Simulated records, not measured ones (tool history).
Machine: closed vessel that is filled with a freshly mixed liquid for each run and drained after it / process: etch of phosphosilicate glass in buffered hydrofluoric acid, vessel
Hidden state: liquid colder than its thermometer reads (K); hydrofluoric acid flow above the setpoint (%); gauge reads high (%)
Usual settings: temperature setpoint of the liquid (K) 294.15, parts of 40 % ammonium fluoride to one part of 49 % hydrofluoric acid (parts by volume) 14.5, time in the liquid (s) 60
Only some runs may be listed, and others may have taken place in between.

run	hour	temperature setpoint of the liquid (K)	parts of 40 % ammonium fluoride to one part of 49 % hydrofluoric acid (parts by volume)	time in the liquid (s)	wafers since the last listed run	hours since the thermometer was replaced	hours since the hydrofluoric acid flow meter was replaced	hours since the gauge calibration	read-back film thickness of the phosphosilicate glass reference wafer, read on the same gauge (nm)	thickness taken off the phosphosilicate glass on a monitor wafer (nm)
1	0	294.15	14.5	60	0	1628.4	1522.5	161.7	70	270.38
2	6.2	294.15	14.5	60	627	1634.6	1528.7	167.9	69.98	271.8
3	22	294.15	14.5	60	1598	1650.4	1544.5	183.7	70.02	272.77
# hour 23: gauge calibrated
4	37.1	294.15	14.5	60	1527	1665.5	1559.6	14.1	70	269.4
5	49.4	294.15	14.5	60	1244	1677.8	1571.9	26.4	69.94	271.36
6	60.5	294.15	14.5	60	1122	1688.9	1583	37.5	69.96	269.63
7	78.1	294.15	14.5	60	1780	1706.5	1600.6	55.1	70.03	271.51
8	94	294.15	14.5	60	1608	1722.4	1616.5	71	70.03	270.84
9	100.5	294.15	14.5	60	657	1728.9	1623	77.5	69.98	269.82
10	114.9	294.15	14.5	60	1456	1743.3	1637.4	91.9	69.99	271.42
11	122.3	294.15	13	60	748	1750.7	1644.8	99.3	69.99	301.65
12	138.1	294.15	13	60	1598	1766.5	1660.6	115.1	70.04	301.67
13	152.9	294.15	13	60	1497	1781.3	1675.4	129.9	70.01	302.65
# hour 157.9: thermometer replaced
14	170.4	294.15	14.5	60	1668	12.5	1692.9	147.4	70.02	306.79
15	186	294.15	14.5	60	1577	28.1	1708.5	163	69.99	307.83
# hour 190.6: gauge calibrated
# hour 195.4: hydrofluoric acid flow meter replaced
16	200.3	294.15	14.5	60	1345	42.4	4.9	9.7	70.02	272.2
17	213.2	290.15	10	45	1304	55.3	17.8	22.6	69.99	233.38
18	226.9	297.65	14.5	50	1385	69	31.5	36.3	70.01	274.57
19	239.2	292.65	12.5	85	1244	81.3	43.8	48.6	69.99	413.01
20	252.2	299.15	19.5	60	1314	94.3	56.8	61.6	70.07	269.9
21	263.5	294.15	10	30	1142	105.6	68.1	72.9	70.01	197.08
22	272.7	291.65	14.5	60	930	114.8	77.3	82.1	70.04	237.8
23	281.2	294.15	14.5	60	859	123.3	85.8	90.6	70.02	273.65
24	293.2	296.65	16.5	90	1213	135.3	97.8	102.6	70.06	413.23
25	308.6	294.15	19	60	1557	150.7	113.2	118	70.04	211.27
26	315	294.15	14.5	60	647	157.1	119.6	124.4	69.95	274.28

Forecast each of these 5 alternatives for the next run:
A	315.7	294.15	14.5	60	70	157.8	120.3	125.1	?	?
B	315.7	298.15	14.5	60	70	157.8	120.3	125.1	?	?
C	315.7	290.15	14.5	60	70	157.8	120.3	125.1	?	?
D	315.7	290.15	20	60	70	157.8	120.3	125.1	?	?
E	315.7	291.15	14.5	70	70	157.8	120.3	125.1	?	?

run	read-back film thickness of the phosphosilicate glass reference wafer, read on the same gauge (nm)	thickness taken off the phosphosilicate glass on a monitor wafer (nm)
A	70.04	275.32
B	70.04	343.14
C	70.04	219.6
D	70.04	159.92
E	70.04	271.25
Take away the tool's hidden state, keep each run's random variation, and the runs would have read:
run	thickness taken off the phosphosilicate glass on a monitor wafer (nm)
A	270.85
B	337.46
C	216.12
D	157.35
E	266.93
